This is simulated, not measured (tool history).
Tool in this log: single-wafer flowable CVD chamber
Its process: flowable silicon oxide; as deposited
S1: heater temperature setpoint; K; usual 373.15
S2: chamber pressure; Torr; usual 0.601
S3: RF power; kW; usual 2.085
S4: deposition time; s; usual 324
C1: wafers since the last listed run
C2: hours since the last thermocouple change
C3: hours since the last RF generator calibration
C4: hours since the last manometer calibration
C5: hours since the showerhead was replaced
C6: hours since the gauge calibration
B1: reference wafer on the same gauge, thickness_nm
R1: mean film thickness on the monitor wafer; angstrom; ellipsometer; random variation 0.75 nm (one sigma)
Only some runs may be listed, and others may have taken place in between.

run	hour	S1	S2	S3	S4	C1	C2	C3	C4	C5	C6	B1	R1
1	0.0	373.15	0.601	2.085	324	0	1911.7	2237.8	1901.2	4481.0	768.2	125.108	1335.22
2	24.4	373.15	0.601	2.325	324	94	1936.1	2262.2	1925.6	4505.4	792.6	124.980	1377.23
3	46.8	373.15	0.601	2.325	324	87	1958.5	2284.6	1948.0	4527.8	815.0	124.835	1379.91
4	67.8	373.15	0.601	2.325	324	81	1979.5	2305.6	1969.0	4548.8	836.0	124.851	1376.13
5	96.7	373.15	0.601	2.085	324	112	2008.4	2334.5	1997.9	4577.7	864.9	125.072	1329.33
6	122.0	373.15	0.601	2.085	324	98	2033.7	2359.8	2023.2	4603.0	890.2	124.735	1340.18
7	139.8	373.15	0.601	2.085	324	69	2051.5	2377.6	2041.0	4620.8	908.0	124.917	1342.42
8	157.1	373.15	0.601	2.085	324	67	2068.8	2394.9	2058.3	4638.1	925.3	124.792	1343.31
9	241.9	373.15	0.601	2.085	324	329	2153.6	2479.7	2143.1	4722.9	1010.1	124.941	1339.17
10	264.3	359.15	0.601	2.085	359	87	2176.0	2502.1	2165.5	4745.3	1032.5	124.860	2463.06
11	290.5	373.15	0.532	1.930	324	101	2202.2	2528.3	2191.7	4771.5	1058.7	124.906	1145.36
# hour 345.8: showerhead replaced
# hour 357.4: RF generator calibrated
# hour 387.9: capacitance manometer re-zeroed and calibrated
12	388.4	383.15	0.520	2.265	324	287	2300.1	31.0	0.5	42.6	1156.6	125.067	816.22
13	404.5	359.15	0.601	2.300	324	62	2316.2	47.1	16.6	58.7	1172.7	125.126	2273.24
# hour 438.2: gauge calibrated
14	438.5	386.15	0.601	2.085	324	132	2350.2	81.1	50.6	92.7	0.3	125.028	826.83
15	451.8	359.15	0.601	2.300	324	51	2363.5	94.4	63.9	106.0	13.6	124.823	2274.70

Expected results for the next run?
16	543.0	366.15	0.741	2.190	363	354	2454.7	185.6	155.1	197.2	104.8	?	?

B1: 125.197
R1: 2429.31 angstrom
If the tool had no hidden condition, the same run with the same run-to-run variation would have returned R1 2429.31 angstrom.
